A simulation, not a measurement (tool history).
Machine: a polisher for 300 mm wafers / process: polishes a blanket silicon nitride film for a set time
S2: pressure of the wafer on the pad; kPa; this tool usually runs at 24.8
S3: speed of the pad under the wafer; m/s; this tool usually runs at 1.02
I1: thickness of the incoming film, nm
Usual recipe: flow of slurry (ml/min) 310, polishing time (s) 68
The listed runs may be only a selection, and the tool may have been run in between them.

Run 1, day 0: usual settings; I1 674.9. Result: film removed (angstrom) 1240.
Run 2, day 0.429: usual settings; I1 672.8. Result: film removed (angstrom) 1252.
Run 3, day 1.438: usual settings; I1 677.4. Result: film removed (angstrom) 1194.
Run 4, day 1.938: usual settings but polishing time (s) 58; I1 668.1. Result: film removed (angstrom) 1043.
Run 5, day 2.488: usual settings but polishing time (s) 58; I1 660.7. Result: film removed (angstrom) 1025.
At day 3.096: worn pad replaced by a new one.
Run 6, day 3.117: usual settings but polishing time (s) 58; I1 676.7. Result: film removed (angstrom) 1096.
Run 7, day 3.558: usual settings but S2 20 kPa, polishing time (s) 84; I1 671.9. Result: film removed (angstrom) 1309.
Run 8, day 4.117: usual settings; I1 679.7. Result: film removed (angstrom) 1267.
Run 9, day 4.85: usual settings; I1 663.5. Result: film removed (angstrom) 1221.
Run 10, day 5.512: usual settings but flow of slurry (ml/min) 280, S3 1.1 m/s; I1 658.2. Result: film removed (angstrom) 1274.
Run 11, day 5.892: usual settings; I1 677.4. Result: film removed (angstrom) 1225.
At day 6.412: worn pad replaced by a new one.
Run 12, day 6.433: usual settings; I1 674.8. Result: film removed (angstrom) 1291.
Run 13, day 7.604: usual settings; I1 662.4. Result: film removed (angstrom) 1237.
At day 7.717: slurry nozzle cleaned.
Run 14, day 7.988: usual settings; I1 664.7. Result: film removed (angstrom) 1253.
At day 8.308: head pressure recalibrated.
Run 15, day 8.6: usual settings; I1 667.6. Result: film removed (angstrom) 1081.
Run 16, day 9.208: usual settings but polishing time (s) 58; I1 683.1. Result: film removed (angstrom) 923.
Run 17, day 9.938: usual settings but S3 0.68 m/s; I1 670.2. Result: film removed (angstrom) 861.
At day 10.467: worn pad replaced by a new one.
Run 18, day 10.621: usual settings but S2 33.1 kPa, S3 0.7 m/s; I1 664.1. Result: film removed (angstrom) 1124.
Run 19, day 11.158: usual settings but S2 21.4 kPa, S3 1.26 m/s; I1 681.9. Result: film removed (angstrom) 1157.
Run 20, day 11.854: usual settings but flow of slurry (ml/min) 350, S2 33.8 kPa, S3 1.36 m/s; I1 676.6. Result: film removed (angstrom) 1746.
Run 21, day 12.212: usual settings; I1 673.3. Result: film removed (angstrom) 1087.
Run 22, day 12.746: usual settings; I1 669.8. Result: film removed (angstrom) 1103.
Run 23, day 13.296: usual settings; I1 665.9. Result: film removed (angstrom) 1090.
At day 13.867: worn pad replaced by a new one.
Run 24, day 13.9: usual settings but flow of slurry (ml/min) 275, S2 16.5 kPa; I1 668.3. Result: film removed (angstrom) 865.
Run 25, day 14.646: usual settings but S3 1.34 m/s, polishing time (s) 48; I1 674.5. Result: film removed (angstrom) 955.
Run 26, day 15.283: usual settings but S3 1.22 m/s; I1 675.8. Result: film removed (angstrom) 1265.
Run 27, day 15.812: usual settings but S3 0.86 m/s; I1 666.9. Result: film removed (angstrom) 1001.
At day 17.15: worn pad replaced by a new one.
Run 28, day 17.383: usual settings; I1 672.1. Result: film removed (angstrom) 1155.
Run 29, day 17.879: usual settings but polishing time (s) 58; I1 660.2. Result: film removed (angstrom) 989.
Run 30, day 18.342: usual settings but flow of slurry (ml/min) 390, S3 0.66 m/s; I1 662.2. Result: film removed (angstrom) 885.
Run 31, day 18.788: usual settings; I1 676.9. Result: film removed (angstrom) 1146.

Hidden state, per run?
slurry flow missing at the pad, %: 0 across all the runs
H1: removal rate lost through wear of the pad, %
H2: deviation of the head's pressure from its setpoint, %
run     H1       H2
  1   2.59     13.8
  2   3.51     13.9
  3   4.77     14.2
  4    5.1     14.4
  5   5.34     14.6
  6  0.324     14.8
  7   1.97     14.9
  8   3.36     15.1
  9   4.46     15.3
 10   5.03     15.5
 11   5.25     15.6
 12  0.469     15.8
 13   3.83     16.1
 14    4.4     16.3
 15   5.02    -1.35
 16    5.4    -1.16
 17   5.67   -0.941
 18   0.95   -0.732
 19   2.68   -0.568
 20   4.06   -0.355
 21   4.53   -0.245
 22   5.01  -0.0819
 23   5.33   0.0863
 24  0.737    0.271
 25    3.2    0.499
 26    4.4    0.694
 27   5.03    0.856
 28   1.23     1.34
 29   2.76     1.49
 30   3.72     1.63
 31   4.37     1.77

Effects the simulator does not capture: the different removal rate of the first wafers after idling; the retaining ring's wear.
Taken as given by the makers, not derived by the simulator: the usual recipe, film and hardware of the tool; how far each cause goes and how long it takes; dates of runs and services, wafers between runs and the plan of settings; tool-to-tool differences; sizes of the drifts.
